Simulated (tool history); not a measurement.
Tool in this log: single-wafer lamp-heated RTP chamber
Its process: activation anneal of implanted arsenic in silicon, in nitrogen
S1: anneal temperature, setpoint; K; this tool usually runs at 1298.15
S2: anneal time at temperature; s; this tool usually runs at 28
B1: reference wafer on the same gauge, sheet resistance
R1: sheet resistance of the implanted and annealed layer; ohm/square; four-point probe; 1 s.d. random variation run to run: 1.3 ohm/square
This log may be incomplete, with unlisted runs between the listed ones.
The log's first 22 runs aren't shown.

{"hour": 1841.5, "done": "pyrometer window cleaned and pyrometer calibrated"}
{"run": 23, "hour": 1888.2, "S1": 1298.15, "S2": 35, "B1": 480.32, "R1": 459.65}
{"hour": 1967.6, "done": "reflector plate cleaned"}
{"run": 24, "hour": 1990.4, "S1": 1270.15, "S2": 28, "B1": 479.72, "R1": 461.42}
{"run": 25, "hour": 2073.0, "S1": 1273.15, "S2": 22, "B1": 478.75, "R1": 462.84}
{"run": 26, "hour": 2162.5, "S1": 1298.15, "S2": 28, "B1": 477.77, "R1": 459.14}
{"run": 27, "hour": 2268.2, "S1": 1276.15, "S2": 28, "B1": 477.41, "R1": 460.47}
{"run": 28, "hour": 2321.2, "S1": 1298.15, "S2": 28, "B1": 476.33, "R1": 456.61}
{"run": 29, "hour": 2364.9, "S1": 1298.15, "S2": 28, "B1": 476.14, "R1": 456.84}
{"run": 30, "hour": 2436.7, "S1": 1323.15, "S2": 45, "B1": 475.49, "R1": 450.68}
{"hour": 2467.9, "done": "pyrometer window cleaned and pyrometer calibrated"}
{"run": 31, "hour": 2508.6, "S1": 1310.15, "S2": 36, "B1": 475.56, "R1": 451.69}
{"hour": 2636.9, "done": "reflector plate cleaned"}
{"run": 32, "hour": 2735.0, "S1": 1317.15, "S2": 17, "B1": 474.37, "R1": 454.58}
{"run": 33, "hour": 2813.1, "S1": 1280.15, "S2": 41, "B1": 473.88, "R1": 454.88}

Here are 3 independent what-if runs from the current tool condition. What would each one return?
{"run": "A", "hour": 2813.5, "S1": 1298.15, "S2": 28, "B1": "?", "R1": "?"}
{"run": "B", "hour": 2813.5, "S1": 1276.15, "S2": 40, "B1": "?", "R1": "?"}
{"run": "C", "hour": 2813.5, "S1": 1316.15, "S2": 14, "B1": "?", "R1": "?"}

run=A B1=474.14 R1=453.44
run=B B1=474.14 R1=454.07
run=C B1=474.14 R1=455.07
With the hidden condition removed and each run's random variation left untouched, the same runs would have given:
run=A R1=463.95
run=B R1=464.60
run=C R1=465.62

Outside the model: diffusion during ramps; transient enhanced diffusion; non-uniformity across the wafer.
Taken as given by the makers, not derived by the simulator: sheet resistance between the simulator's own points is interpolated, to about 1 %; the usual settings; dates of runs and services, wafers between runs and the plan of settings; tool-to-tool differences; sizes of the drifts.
